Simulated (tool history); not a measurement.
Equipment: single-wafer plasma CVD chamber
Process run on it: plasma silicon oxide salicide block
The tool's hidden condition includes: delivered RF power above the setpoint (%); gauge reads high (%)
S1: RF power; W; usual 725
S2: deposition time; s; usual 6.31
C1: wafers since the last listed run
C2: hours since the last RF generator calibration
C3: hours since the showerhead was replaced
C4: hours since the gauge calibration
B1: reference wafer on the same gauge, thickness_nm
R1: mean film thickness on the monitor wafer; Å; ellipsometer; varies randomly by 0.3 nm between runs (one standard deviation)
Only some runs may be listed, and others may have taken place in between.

{"run": 1, "hour": 0.0, "S1": 725, "S2": 6.31, "C1": 0, "C2": 252.1, "C3": 6214.6, "C4": 546.2, "B1": 63.644, "R1": 666.27}
{"run": 2, "hour": 41.7, "S1": 725, "S2": 6.31, "C1": 1685, "C2": 293.8, "C3": 6256.3, "C4": 587.9, "B1": 63.638, "R1": 666.18}
{"run": 3, "hour": 117.9, "S1": 725, "S2": 6.31, "C1": 3079, "C2": 370, "C3": 6332.5, "C4": 664.1, "B1": 63.532, "R1": 661.77}
{"run": 4, "hour": 198.1, "S1": 725, "S2": 6.31, "C1": 3241, "C2": 450.2, "C3": 6412.7, "C4": 744.3, "B1": 63.546, "R1": 662.91}
{"run": 5, "hour": 276.4, "S1": 725, "S2": 6.31, "C1": 3164, "C2": 528.5, "C3": 6491, "C4": 822.6, "B1": 63.625, "R1": 657.44}
{"run": 6, "hour": 362.5, "S1": 725, "S2": 6.31, "C1": 3479, "C2": 614.6, "C3": 6577.1, "C4": 908.7, "B1": 63.6, "R1": 657.87}
{"run": 7, "hour": 457.9, "S1": 725, "S2": 6.31, "C1": 3855, "C2": 710, "C3": 6672.5, "C4": 1004.1, "B1": 63.613, "R1": 654.98}
{"run": 8, "hour": 524.1, "S1": 725, "S2": 6.31, "C1": 2675, "C2": 776.2, "C3": 6738.7, "C4": 1070.3, "B1": 63.632, "R1": 662.21}
{"run": 9, "hour": 584.7, "S1": 775, "S2": 6.31, "C1": 2448, "C2": 836.8, "C3": 6799.3, "C4": 1130.9, "B1": 63.49, "R1": 679.25}
{"run": 10, "hour": 743.8, "S1": 775, "S2": 6.31, "C1": 6429, "C2": 995.9, "C3": 6958.4, "C4": 1290, "B1": 63.747, "R1": 680.69}
{"run": 11, "hour": 799.3, "S1": 625, "S2": 5.31, "C1": 2242, "C2": 1051.4, "C3": 7013.9, "C4": 1345.5, "B1": 63.679, "R1": 507.14}
{"run": 12, "hour": 896.8, "S1": 625, "S2": 5.31, "C1": 3940, "C2": 1148.9, "C3": 7111.4, "C4": 1443, "B1": 63.683, "R1": 507.75}
{"run": 13, "hour": 961.8, "S1": 725, "S2": 6.31, "C1": 2626, "C2": 1213.9, "C3": 7176.4, "C4": 1508, "B1": 63.536, "R1": 651.67}
{"run": 14, "hour": 999.8, "S1": 725, "S2": 6.31, "C1": 1535, "C2": 1251.9, "C3": 7214.4, "C4": 1546, "B1": 63.573, "R1": 657.93}
{"run": 15, "hour": 1036.8, "S1": 725, "S2": 6.31, "C1": 1495, "C2": 1288.9, "C3": 7251.4, "C4": 1583, "B1": 63.669, "R1": 651.43}
{"hour": 1077.5, "done": "showerhead replaced"}
{"run": 16, "hour": 1135.4, "S1": 725, "S2": 5.47, "C1": 3661, "C2": 1387.5, "C3": 57.9, "C4": 1681.6, "B1": 63.464, "R1": 567.41}
{"run": 17, "hour": 1173.6, "S1": 725, "S2": 6.31, "C1": 1543, "C2": 1425.7, "C3": 96.1, "C4": 1719.8, "B1": 63.445, "R1": 653.7}
{"hour": 1272.2, "done": "gauge calibrated"}
{"run": 18, "hour": 1281.3, "S1": 835, "S2": 6.31, "C1": 4352, "C2": 1533.4, "C3": 203.8, "C4": 9.1, "B1": 63.664, "R1": 699.94}
{"run": 19, "hour": 1361.2, "S1": 835, "S2": 6.31, "C1": 3228, "C2": 1613.3, "C3": 283.7, "C4": 89, "B1": 63.651, "R1": 694.03}
{"run": 20, "hour": 1452.4, "S1": 835, "S2": 6.31, "C1": 3685, "C2": 1704.5, "C3": 374.9, "C4": 180.2, "B1": 63.597, "R1": 692.68}
{"run": 21, "hour": 1546.0, "S1": 725, "S2": 6.8, "C1": 3782, "C2": 1798.1, "C3": 468.5, "C4": 273.8, "B1": 63.706, "R1": 697.55}
{"run": 22, "hour": 1590.6, "S1": 725, "S2": 6.93, "C1": 1802, "C2": 1842.7, "C3": 513.1, "C4": 318.4, "B1": 63.546, "R1": 708.16}
{"run": 23, "hour": 1664.4, "S1": 825, "S2": 6.67, "C1": 2982, "C2": 1916.5, "C3": 586.9, "C4": 392.2, "B1": 63.604, "R1": 731.29}
{"run": 24, "hour": 1865.9, "S1": 630, "S2": 5.5, "C1": 8142, "C2": 2118, "C3": 788.4, "C4": 593.7, "B1": 63.493, "R1": 528.33}
{"run": 25, "hour": 1906.6, "S1": 660, "S2": 7.05, "C1": 1644, "C2": 2158.7, "C3": 829.1, "C4": 634.4, "B1": 63.609, "R1": 694.89}
{"hour": 1953.4, "done": "RF generator calibrated"}
{"run": 26, "hour": 1954.9, "S1": 655, "S2": 5.26, "C1": 1628, "C2": 1.5, "C3": 877.4, "C4": 682.7, "B1": 63.549, "R1": 528.28}
{"run": 27, "hour": 2049.8, "S1": 725, "S2": 6.31, "C1": 3835, "C2": 96.4, "C3": 972.3, "C4": 777.6, "B1": 63.595, "R1": 670.77}
{"run": 28, "hour": 2148.0, "S1": 685, "S2": 5.89, "C1": 3968, "C2": 194.6, "C3": 1070.5, "C4": 875.8, "B1": 63.603, "R1": 599.84}
{"run": 29, "hour": 2238.6, "S1": 725, "S2": 6.31, "C1": 3661, "C2": 285.2, "C3": 1161.1, "C4": 966.4, "B1": 63.557, "R1": 667.92}
{"run": 30, "hour": 2331.4, "S1": 685, "S2": 6.97, "C1": 3750, "C2": 378, "C3": 1253.9, "C4": 1059.2, "B1": 63.781, "R1": 705.59}
{"run": 31, "hour": 2416.6, "S1": 725, "S2": 6.31, "C1": 3443, "C2": 463.2, "C3": 1339.1, "C4": 1144.4, "B1": 63.531, "R1": 659.8}
{"run": 32, "hour": 2520.4, "S1": 725, "S2": 6.31, "C1": 4194, "C2": 567, "C3": 1442.9, "C4": 1248.2, "B1": 63.705, "R1": 662.18}
{"run": 33, "hour": 2566.4, "S1": 780, "S2": 6.31, "C1": 1858, "C2": 613, "C3": 1488.9, "C4": 1294.2, "B1": 63.562, "R1": 687.32}
{"run": 34, "hour": 2650.3, "S1": 865, "S2": 5.59, "C1": 3390, "C2": 696.9, "C3": 1572.8, "C4": 1378.1, "B1": 63.517, "R1": 637.73}
{"run": 35, "hour": 2686.6, "S1": 790, "S2": 6.31, "C1": 1466, "C2": 733.2, "C3": 1609.1, "C4": 1414.4, "B1": 63.693, "R1": 678.78}
{"run": 36, "hour": 2746.4, "S1": 725, "S2": 6.31, "C1": 2416, "C2": 793, "C3": 1668.9, "C4": 1474.2, "B1": 63.628, "R1": 658.91}
{"run": 37, "hour": 2798.3, "S1": 795, "S2": 6.31, "C1": 2097, "C2": 844.9, "C3": 1720.8, "C4": 1526.1, "B1": 63.613, "R1": 687.65}
{"run": 38, "hour": 2854.8, "S1": 690, "S2": 5.24, "C1": 2283, "C2": 901.4, "C3": 1777.3, "C4": 1582.6, "B1": 63.532, "R1": 534.27}

What does the tool deliver on the next run?
{"run": 39, "hour": 2891.8, "S1": 815, "S2": 6.31, "C1": 1495, "C2": 938.4, "C3": 1814.3, "C4": 1619.6, "B1": "?", "R1": "?"}

B1: 63.672
R1: 694.08 Å
Were there no unlogged condition in the tool, this run, its random variation unchanged, would have produced R1 710.77 Å.

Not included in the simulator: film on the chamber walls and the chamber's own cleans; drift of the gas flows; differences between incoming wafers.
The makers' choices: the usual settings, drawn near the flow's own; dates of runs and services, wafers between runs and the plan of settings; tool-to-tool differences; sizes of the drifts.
